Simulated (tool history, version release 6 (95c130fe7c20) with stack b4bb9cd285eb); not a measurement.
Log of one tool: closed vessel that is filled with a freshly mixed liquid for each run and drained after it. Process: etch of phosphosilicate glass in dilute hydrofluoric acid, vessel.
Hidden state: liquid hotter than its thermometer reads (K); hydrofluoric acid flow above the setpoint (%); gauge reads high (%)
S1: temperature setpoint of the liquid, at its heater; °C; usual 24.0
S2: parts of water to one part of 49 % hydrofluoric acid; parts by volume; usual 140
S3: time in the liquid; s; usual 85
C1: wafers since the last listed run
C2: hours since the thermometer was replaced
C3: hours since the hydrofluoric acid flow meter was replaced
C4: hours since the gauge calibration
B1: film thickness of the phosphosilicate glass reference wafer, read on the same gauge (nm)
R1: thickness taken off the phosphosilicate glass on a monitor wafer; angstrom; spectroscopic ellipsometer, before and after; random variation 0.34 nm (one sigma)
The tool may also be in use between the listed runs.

run	day	S1	S2	S3	C1	C2	C3	C4	B1	R1
1	0.000	24.0	140	85	0	1598.6	292.1	34.5	39.85	350.7
2	2.867	24.0	140	85	7088	1667.4	360.9	103.3	39.57	345.5
3	4.708	24.0	95	85	4554	1711.6	405.1	147.5	39.39	535.3
4	7.200	20.5	140	70	6161	1771.4	464.9	207.3	39.17	246.6
# day 8.962: hydrofluoric acid flow meter replaced
5	10.417	24.0	140	85	7851	1848.6	34.9	284.5	38.95	336.6
6	16.579	24.0	165	85	15239	1996.5	182.8	432.4	38.63	278.4
7	18.921	24.0	165	85	5790	2052.7	239.0	488.6	38.53	275.9
8	21.554	24.0	170	85	6511	2115.9	302.2	551.8	38.45	262.9
# day 22.396: thermometer replaced
9	22.725	22.0	140	85	2792	7.9	330.3	579.9	38.40	310.6
10	24.438	24.0	140	85	4234	49.0	371.4	621.0	38.34	339.4
11	25.800	24.0	140	85	3369	81.7	404.1	653.7	38.31	335.3
12	27.662	24.0	190	85	4605	126.4	448.8	698.4	38.26	232.7
# day 31.988: hydrofluoric acid flow meter replaced
13	36.496	24.0	190	85	21740	338.4	108.2	910.4	38.07	233.9
14	37.579	24.0	190	85	2678	364.4	134.2	936.4	38.08	235.9
15	39.988	28.0	140	85	5955	422.2	192.0	994.2	38.07	392.2
16	42.217	24.0	140	85	5512	475.7	245.5	1047.7	38.02	335.5
17	43.925	24.0	120	130	4224	516.7	286.5	1088.7	38.00	608.5
18	45.350	26.5	105	125	3523	550.9	320.7	1122.9	37.99	749.5
19	47.883	24.0	140	65	6264	611.7	381.5	1183.7	37.97	254.8
20	49.562	28.5	185	85	4152	652.0	421.8	1224.0	37.95	282.9
# day 51.804: gauge calibrated
21	52.125	29.0	200	85	6336	713.5	483.3	7.7	39.88	280.0
22	53.429	24.0	165	85	3225	744.8	514.6	39.0	39.70	287.2
23	55.471	24.0	140	85	5048	793.8	563.6	88.0	39.51	343.8
# day 57.196: hydrofluoric acid flow meter replaced
24	61.304	24.0	140	85	14322	933.8	98.6	228.0	39.03	344.5
25	62.971	24.0	140	105	4121	973.8	138.6	268.0	38.89	421.1
26	64.258	27.0	105	125	3183	1004.7	169.5	298.9	38.83	779.6
27	66.483	24.0	190	85	5502	1058.1	222.9	352.3	38.71	238.1
28	69.433	24.0	205	60	7294	1128.9	293.7	423.1	38.54	152.9
29	72.308	27.5	75	55	7109	1197.9	362.7	492.1	38.40	510.3

Hidden state at the last listed run before each entry between runs and at the first one after, where it differs:
Between runs 4 and 5: hydrofluoric acid flow meter replaced (day 8.962)
  gauge reads high (%): -2 -> -2.56
  measured less the result without the state, R1: -5.0 -> -8.8 angstrom
Between runs 8 and 9: thermometer replaced (day 22.396)
  gauge reads high (%): -3.89 -> -3.99
  measured less the result without the state, R1: -10.6 -> -12.9 angstrom
Between runs 12 and 13: hydrofluoric acid flow meter replaced (day 31.988)
  gauge reads high (%): -4.34 -> -4.78
  measured less the result without the state, R1: -10.6 -> -11.7 angstrom
Between runs 20 and 21: gauge calibrated (day 51.804)
  gauge reads high (%): -5.14 -> -0.287
  measured less the result without the state, R1: -15.4 -> -0.8 angstrom
Between runs 23 and 24: hydrofluoric acid flow meter replaced (day 57.196)
  gauge reads high (%): -1.2 -> -2.44
  measured less the result without the state, R1: -4.2 -> -8.7 angstrom
